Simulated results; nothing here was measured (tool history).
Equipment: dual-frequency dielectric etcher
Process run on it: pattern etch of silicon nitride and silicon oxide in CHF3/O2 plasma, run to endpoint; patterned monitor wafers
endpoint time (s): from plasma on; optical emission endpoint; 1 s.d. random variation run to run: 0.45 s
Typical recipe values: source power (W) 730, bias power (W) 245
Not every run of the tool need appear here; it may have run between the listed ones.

run	hour	source power (W)	bias power (W)	incoming incoming film thickness, nm	endpoint time (s)
1	0.0	620	219	213.0	128.7
2	67.7	730	267	212.6	109.5
3	124.4	730	245	211.7	111.6
4	179.2	730	245	209.3	111.1
5	253.7	730	245	213.2	111.7
6	357.6	790	245	211.7	106.1
7	432.3	790	245	213.2	106.4
# hour 471.8: wet clean of the chamber
8	495.6	790	245	211.3	109.6
9	578.3	730	245	212.0	113.6
10	662.9	620	245	211.5	121.8
# hour 709.1: source power generator calibrated
11	710.8	620	245	211.9	122.6
12	771.0	620	219	211.6	125.0
13	818.3	860	274	211.9	99.7
14	924.5	730	245	212.3	110.6
15	993.7	730	245	215.4	110.9
# hour 1047.6: wet clean of the chamber
16	1075.8	580	215	210.0	134.9
# hour 1126.8: bias power generator calibrated
17	1134.7	840	216	212.2	113.4
# hour 1194.0: upper electrode replaced
18	1194.5	840	245	211.8	107.5
19	1250.6	780	245	210.7	110.4
20	1378.5	870	291	216.0	100.0
21	1431.4	810	302	212.6	100.5
22	1472.9	630	194	213.4	130.7
23	1556.5	660	184	212.3	128.8

Each row is a separate what-if for the run after 23, all from the same tool condition, not one after another. Results?
A	1557.0	730	245	213.8	?
B	1557.0	600	191	213.8	?
C	1557.0	730	297	213.8	?
D	1557.0	730	186	213.8	?

run	endpoint time (s)
A	113.5
B	135.4
C	106.3
D	124.1
Without the tool's hidden state the same runs would have given:
run	endpoint time (s)
A	117.7
B	140.4
C	110.2
D	128.6

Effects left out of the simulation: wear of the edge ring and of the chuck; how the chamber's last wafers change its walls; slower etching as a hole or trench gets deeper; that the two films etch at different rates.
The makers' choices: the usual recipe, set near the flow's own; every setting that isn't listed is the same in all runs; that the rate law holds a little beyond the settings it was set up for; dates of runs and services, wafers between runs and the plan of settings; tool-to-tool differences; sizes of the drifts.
